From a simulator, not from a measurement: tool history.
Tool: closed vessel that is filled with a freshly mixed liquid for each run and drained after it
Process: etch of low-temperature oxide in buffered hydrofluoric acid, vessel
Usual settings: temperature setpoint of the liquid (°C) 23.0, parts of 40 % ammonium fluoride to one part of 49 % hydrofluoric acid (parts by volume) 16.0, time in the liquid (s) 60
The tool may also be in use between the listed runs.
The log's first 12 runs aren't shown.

| run | hour | temperature setpoint of the liquid (°C) | parts of 40 % ammonium fluoride to one part of 49 % hydrofluoric acid (parts by volume) | time in the liquid (s) | read-back film thickness of the low-temperature oxide reference wafer, read on the same gauge (nm) | thickness taken off the low-temperature oxide on a monitor wafer (Å) |
|---|---|---|---|---|---|---|
| 13 | 328.1 | 23.0 | 16.0 | 60 | 90.01 | 2015.4 |
| 14 | 364.0 | 23.0 | 12.5 | 60 | 90.02 | 2539.9 |
| 15 | 399.5 | 21.0 | 12.0 | 80 | 90.03 | 3153.8 |
| 16 | 429.7 | 23.0 | 16.0 | 85 | 90.01 | 2895.9 |
| 17 | 453.1 | 26.5 | 16.0 | 60 | 90.00 | 2468.9 |
| 18 | 478.4 | 23.0 | 16.0 | 60 | 89.98 | 2002.7 |
| 19 | 493.7 | 19.5 | 19.5 | 80 | 90.00 | 1818.5 |
| 20 | 508.8 | 23.0 | 16.0 | 45 | 90.02 | 1497.9 |
| 21 | 532.2 | 23.0 | 18.0 | 60 | 89.96 | 1778.0 |
|  | 544.5 | hydrofluoric acid flow meter replaced |
| 22 | 551.6 | 26.5 | 18.0 | 30 | 89.97 | 1081.2 |

The next listed run, before its measurement:
| 23 | 580.0 | 21.5 | 16.0 | 60 | ? | ? |

Run 23 gave read-back film thickness of the low-temperature oxide reference wafer, read on the same gauge (nm) 89.99, thickness taken off the low-temperature oxide on a monitor wafer (Å) 1832.9.
Without the tool's hidden state the same run would have given thickness taken off the low-temperature oxide on a monitor wafer (Å) 1873.0.
